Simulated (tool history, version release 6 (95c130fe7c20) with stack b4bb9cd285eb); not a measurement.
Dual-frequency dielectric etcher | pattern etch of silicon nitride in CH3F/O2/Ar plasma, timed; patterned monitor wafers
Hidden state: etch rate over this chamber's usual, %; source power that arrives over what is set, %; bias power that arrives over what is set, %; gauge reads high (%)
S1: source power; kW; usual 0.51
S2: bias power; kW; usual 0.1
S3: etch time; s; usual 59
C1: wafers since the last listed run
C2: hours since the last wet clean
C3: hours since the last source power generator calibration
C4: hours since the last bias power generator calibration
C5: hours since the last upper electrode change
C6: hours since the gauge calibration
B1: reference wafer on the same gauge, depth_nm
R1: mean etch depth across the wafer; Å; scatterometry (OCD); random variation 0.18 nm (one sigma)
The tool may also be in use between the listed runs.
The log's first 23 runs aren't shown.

run,hour,S1,S2,S3,C1,C2,C3,C4,C5,C6,B1,R1
# hour 1180: bias power generator calibrated
24,1220.5,0.51,0.1,59,481,474.4,591.9,40.5,540.4,834.5,60.9,530
# hour 1294: wet clean of the chamber
25,1294.5,0.51,0.088,59,421,0.5,665.9,114.5,614.4,908.5,60.9,501
26,1324.1,0.51,0.1,59,249,30.1,695.5,144.1,644,938.1,60.9,535
27,1359.6,0.55,0.123,74.5,299,65.6,731,179.6,679.5,973.6,60.9,759
28,1410.5,0.61,0.1,59,428,116.5,781.9,230.5,730.4,1024.5,60.9,580
29,1466.1,0.51,0.1,63.5,468,172.1,837.5,286.1,786,1080.1,60.9,572
30,1615.1,0.42,0.118,73.5,1255,321.1,986.5,435.1,935,1229.1,60.9,641
# hour 1801.4: wet clean of the chamber
31,1801.9,0.39,0.083,64.5,1371,0.5,1173.3,621.9,1121.8,1415.9,60.9,465

Forecast each of these 3 alternatives for the next run:
A,1802.3,0.51,0.08,59,3,0.9,1173.7,622.3,1122.2,1416.3,?,?
B,1802.3,0.59,0.121,54.5,3,0.9,1173.7,622.3,1122.2,1416.3,?,?
C,1802.3,0.6,0.1,59,3,0.9,1173.7,622.3,1122.2,1416.3,?,?

run,B1,R1
A,60.9,487
B,60.9,577
C,60.9,581
Without the tool's hidden state the same runs would have given:
run,R1
A,478
B,567
C,570

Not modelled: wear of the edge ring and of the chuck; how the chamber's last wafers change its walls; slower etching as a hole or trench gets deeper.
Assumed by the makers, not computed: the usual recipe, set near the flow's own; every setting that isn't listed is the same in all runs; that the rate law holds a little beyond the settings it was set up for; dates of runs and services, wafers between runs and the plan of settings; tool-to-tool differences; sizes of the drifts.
